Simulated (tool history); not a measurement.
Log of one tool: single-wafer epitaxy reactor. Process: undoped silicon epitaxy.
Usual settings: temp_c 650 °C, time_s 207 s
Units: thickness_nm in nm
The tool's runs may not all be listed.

| run | hour | temp_c | time_s | wafers since the last listed run | hours since the last pyrometer calibration | hours since the gauge calibration | read-back reference wafer on the same gauge, thickness_nm | thickness_nm |
|---|---|---|---|---|---|---|---|---|
| 1 | 0 | 650 | 207 | 0 | 2116.9 | 218.4 | 34.303 | 33.396 |
| 2 | 31.9 | 646 | 207 | 232 | 2148.8 | 250.3 | 34.298 | 30.26 |
| 3 | 71.9 | 646 | 207 | 292 | 2188.8 | 290.3 | 34.327 | 30.227 |
| 4 | 113.1 | 650 | 207 | 300 | 2230 | 331.5 | 34.262 | 33.585 |
| 5 | 152.7 | 650 | 207 | 289 | 2269.6 | 371.1 | 34.299 | 33.766 |
| 6 | 201.4 | 650 | 207 | 355 | 2318.3 | 419.8 | 34.326 | 33.565 |
| 7 | 249.8 | 650 | 207 | 353 | 2366.7 | 468.2 | 34.295 | 33.768 |
|  | 260.7 | pyrometer calibrated |
| 8 | 300.1 | 650 | 207 | 308 | 39.4 | 518.5 | 34.317 | 31.857 |
| 9 | 326.2 | 654 | 176 | 190 | 65.5 | 544.6 | 34.312 | 30.104 |
| 10 | 365.9 | 643 | 207 | 289 | 105.2 | 584.3 | 34.23 | 26.517 |
| 11 | 425.4 | 657 | 207 | 434 | 164.7 | 643.8 | 34.308 | 37.977 |
|  | 426.2 | gauge calibrated |
| 12 | 493 | 650 | 173 | 493 | 232.3 | 66.8 | 34.27 | 26.785 |
| 13 | 537.1 | 657 | 248 | 322 | 276.4 | 110.9 | 34.305 | 45.248 |
| 14 | 621.4 | 664 | 227 | 615 | 360.7 | 195.2 | 34.324 | 49.003 |
| 15 | 691.5 | 650 | 207 | 511 | 430.8 | 265.3 | 34.297 | 32.104 |
| 16 | 759.2 | 650 | 207 | 494 | 498.5 | 333 | 34.288 | 32.09 |
| 17 | 830.9 | 659 | 207 | 523 | 570.2 | 404.7 | 34.293 | 39.739 |

5 ways to go on from here, each from the tool as it stands after run 17. What would each give?
| A | 831.4 | 650 | 207 | 3 | 570.7 | 405.2 | ? | ? |
| B | 831.4 | 640 | 207 | 3 | 570.7 | 405.2 | ? | ? |
| C | 831.4 | 650 | 178 | 3 | 570.7 | 405.2 | ? | ? |
| D | 831.4 | 665 | 193 | 3 | 570.7 | 405.2 | ? | ? |
| E | 831.4 | 644 | 222 | 3 | 570.7 | 405.2 | ? | ? |

| run | read-back reference wafer on the same gauge, thickness_nm | thickness_nm |
|---|---|---|
| A | 34.287 | 31.732 |
| B | 34.287 | 24.683 |
| C | 34.287 | 27.286 |
| D | 34.287 | 42.635 |
| E | 34.287 | 29.292 |
Without the tool's hidden state the same runs would have given:
| run | thickness_nm |
|---|---|
| A | 31.364 |
| B | 24.39 |
| C | 26.97 |
| D | 42.158 |
| E | 28.947 |
